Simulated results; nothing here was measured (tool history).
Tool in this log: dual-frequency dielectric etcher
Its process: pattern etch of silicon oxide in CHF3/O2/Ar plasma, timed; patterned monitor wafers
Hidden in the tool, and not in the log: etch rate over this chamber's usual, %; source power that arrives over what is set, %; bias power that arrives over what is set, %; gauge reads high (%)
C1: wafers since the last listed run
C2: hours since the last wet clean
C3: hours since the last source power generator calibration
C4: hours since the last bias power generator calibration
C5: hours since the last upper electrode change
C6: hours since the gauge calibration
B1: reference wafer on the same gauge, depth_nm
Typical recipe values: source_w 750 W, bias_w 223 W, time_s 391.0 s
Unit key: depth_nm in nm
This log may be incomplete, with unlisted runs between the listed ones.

{"run": 1, "day": 0.0, "source_w": 750, "bias_w": 223, "time_s": 391.0, "C1": 0, "C2": 481.3, "C3": 4624.1, "C4": 4378.1, "C5": 2784.4, "C6": 224.4, "B1": 1036.6, "depth_nm": 894.3}
{"run": 2, "day": 1.121, "source_w": 750, "bias_w": 223, "time_s": 391.0, "C1": 112, "C2": 508.2, "C3": 4651.0, "C4": 4405.0, "C5": 2811.3, "C6": 251.3, "B1": 1035.1, "depth_nm": 900.8}
{"run": 3, "day": 1.742, "source_w": 750, "bias_w": 223, "time_s": 391.0, "C1": 62, "C2": 523.1, "C3": 4665.9, "C4": 4419.9, "C5": 2826.2, "C6": 266.2, "B1": 1034.2, "depth_nm": 892.3}
{"run": 4, "day": 2.896, "source_w": 810, "bias_w": 223, "time_s": 391.0, "C1": 115, "C2": 550.8, "C3": 4693.6, "C4": 4447.6, "C5": 2853.9, "C6": 293.9, "B1": 1032.4, "depth_nm": 916.4}
{"run": 5, "day": 3.488, "source_w": 710, "bias_w": 223, "time_s": 391.0, "C1": 59, "C2": 565.0, "C3": 4707.8, "C4": 4461.8, "C5": 2868.1, "C6": 308.1, "B1": 1032.2, "depth_nm": 882.0}
{"run": 6, "day": 4.583, "source_w": 710, "bias_w": 223, "time_s": 391.0, "C1": 109, "C2": 591.3, "C3": 4734.1, "C4": 4488.1, "C5": 2894.4, "C6": 334.4, "B1": 1031.4, "depth_nm": 875.8}
{"day": 5.646, "done": "wet clean of the chamber"}
{"day": 5.654, "done": "gauge calibrated"}
{"run": 7, "day": 5.675, "source_w": 880, "bias_w": 223, "time_s": 391.0, "C1": 9, "C2": 0.7, "C3": 4760.3, "C4": 4514.3, "C5": 2920.6, "C6": 0.5, "B1": 1042.2, "depth_nm": 949.3}
{"run": 8, "day": 6.767, "source_w": 750, "bias_w": 204, "time_s": 273.5, "C1": 109, "C2": 26.9, "C3": 4786.5, "C4": 4540.5, "C5": 2946.8, "C6": 26.7, "B1": 1041.4, "depth_nm": 605.8}
{"run": 9, "day": 7.929, "source_w": 750, "bias_w": 204, "time_s": 311.5, "C1": 116, "C2": 54.8, "C3": 4814.4, "C4": 4568.4, "C5": 2974.7, "C6": 54.6, "B1": 1040.9, "depth_nm": 692.1}
{"run": 10, "day": 8.783, "source_w": 820, "bias_w": 200, "time_s": 498.5, "C1": 85, "C2": 75.3, "C3": 4834.9, "C4": 4588.9, "C5": 2995.2, "C6": 75.1, "B1": 1040.7, "depth_nm": 1137.7}
{"day": 9.267, "done": "bias power generator calibrated"}
{"run": 11, "day": 9.379, "source_w": 830, "bias_w": 202, "time_s": 391.0, "C1": 43, "C2": 89.6, "C3": 4849.2, "C4": 2.7, "C5": 3009.5, "C6": 89.4, "B1": 1038.5, "depth_nm": 891.5}
{"day": 9.596, "done": "source power generator calibrated"}
{"day": 12.0, "done": "upper electrode replaced"}
{"run": 12, "day": 12.046, "source_w": 750, "bias_w": 223, "time_s": 391.0, "C1": 150, "C2": 153.6, "C3": 58.8, "C4": 66.7, "C5": 1.1, "C6": 153.4, "B1": 1036.6, "depth_nm": 896.4}
{"run": 13, "day": 13.325, "source_w": 750, "bias_w": 258, "time_s": 297.0, "C1": 128, "C2": 184.3, "C3": 89.5, "C4": 97.4, "C5": 31.8, "C6": 184.1, "B1": 1035.7, "depth_nm": 719.9}
{"run": 14, "day": 14.617, "source_w": 640, "bias_w": 187, "time_s": 440.0, "C1": 129, "C2": 215.3, "C3": 120.5, "C4": 128.4, "C5": 62.8, "C6": 215.1, "B1": 1034.0, "depth_nm": 899.4}

What does the tool deliver on the next run?
{"run": 15, "day": 15.254, "source_w": 750, "bias_w": 223, "time_s": 391.0, "C1": 63, "C2": 230.6, "C3": 135.8, "C4": 143.7, "C5": 78.1, "C6": 230.4, "B1": "?", "depth_nm": "?"}

Run 15 measured B1 1033.6, depth_nm 895.6 nm.
Were there no unlogged condition in the tool, this run, its random variation unchanged, would have produced depth_nm 905.8 nm.
